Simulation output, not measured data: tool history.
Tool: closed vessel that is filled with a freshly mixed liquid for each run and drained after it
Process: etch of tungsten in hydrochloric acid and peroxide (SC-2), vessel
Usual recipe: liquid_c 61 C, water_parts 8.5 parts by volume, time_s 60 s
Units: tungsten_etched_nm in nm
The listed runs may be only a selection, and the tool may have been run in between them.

run   hour  liquid_c  water_parts  time_s  wafers since the last listed run  hours since the thermometer was replaced  hours since the chemicals flow meter was replaced  hours since the drum of peroxide was connected  hours since the gauge calibration  read-back film thickness of the tungsten reference wafer, read on the same gauge (nm)  tungsten_etched_nm
  1      0        61          8.5      60                                 0                                    2503.2                                                706                                           332.6                               18.1                                                                                  59.99               30.63
  2   12.4        61          8.5      60                              1153                                    2515.6                                              718.4                                             345                               30.5                                                                                  60.01               31.23
  3   21.6      67.5          8.5      60                               855                                    2524.8                                              727.6                                           354.2                               39.7                                                                                  60.01                45.7
  4   30.8        61          8.5      60                               855                                      2534                                              736.8                                           363.4                               48.9                                                                                  60.02               30.83
  5   40.6        61          8.5      60                               911                                    2543.8                                              746.6                                           373.2                               58.7                                                                                     60               30.91
  6   57.7        61          8.5      60                              1590                                    2560.9                                              763.7                                           390.3                               75.8                                                                                     60               30.39
      70.4  -- thermometer replaced
  7   73.7        61          8.5      60                              1394                                       3.3                                              779.7                                           406.3                               91.8                                                                                  60.02               30.87
  8   81.7        61          8.5      60                               743                                      11.3                                              787.7                                           414.3                               99.8                                                                                  60.01               30.71
  9   88.5        61          8.5      60                               632                                      18.1                                              794.5                                           421.1                              106.6                                                                                  60.01               30.72
      94.6  -- gauge calibrated
 10   98.1        61          4.5      35                               892                                      27.7                                              804.1                                           430.7                                3.5                                                                                  59.99               29.34
 11  107.4        61          8.5      60                               864                                        37                                              813.4                                             440                               12.8                                                                                  60.01               30.37
       113  -- chemicals flow meter replaced
 12  114.5        64            6      40                               567                                      44.1                                                1.5                                           447.1                               19.9                                                                                  60.01               36.09
 13  121.8        54            7      60                               678                                      51.4                                                8.8                                           454.4                               27.2                                                                                  60.01               25.55
     126.2  -- new drum of peroxide connected
 14  135.2        55          6.5      95                              1153                                      64.8                                               22.2                                               9                               40.6                                                                                  60.03               45.92
 15  148.9      68.5         10.5      45                              1274                                      78.5                                               35.9                                            22.7                               54.3                                                                                     60               34.14
 16  157.1      54.5          8.5      70                               762                                      86.7                                               44.1                                            30.9                               62.5                                                                                  59.99               26.52
 17  173.7        61          8.5      60                              1543                                     103.3                                               60.7                                            47.5                               79.1                                                                                  60.02               34.52
     191.1  -- gauge calibrated
 18  191.7        61          8.5      60                              1673                                     121.3                                               78.7                                            65.5                                0.6                                                                                     60               33.87

Consider 4 possible next runs. They are alternatives, not a sequence: every one starts from the tool as it was left by run 18. What does each give?
  A  192.4        61          8.5      35                                65                                       122                                               79.4                                            66.2                                1.3                                                                                      ?                   ?
  B  192.4        61           10      90                                65                                       122                                               79.4                                            66.2                                1.3                                                                                      ?                   ?
  C  192.4        61         10.5      85                                65                                       122                                               79.4                                            66.2                                1.3                                                                                      ?                   ?
  D  192.4        61          6.5      50                                65                                       122                                               79.4                                            66.2                                1.3                                                                                      ?                   ?

run  read-back film thickness of the tungsten reference wafer, read on the same gauge (nm)  tungsten_etched_nm
  A                                                                                     60               19.71
  B                                                                                     60               44.32
  C                                                                                     60               40.18
  D                                                                                     60                34.8
Without the tool's unlogged condition, the same runs would have read:
run  tungsten_etched_nm
  A               19.97
  B               44.93
  C               40.74
  D               35.24
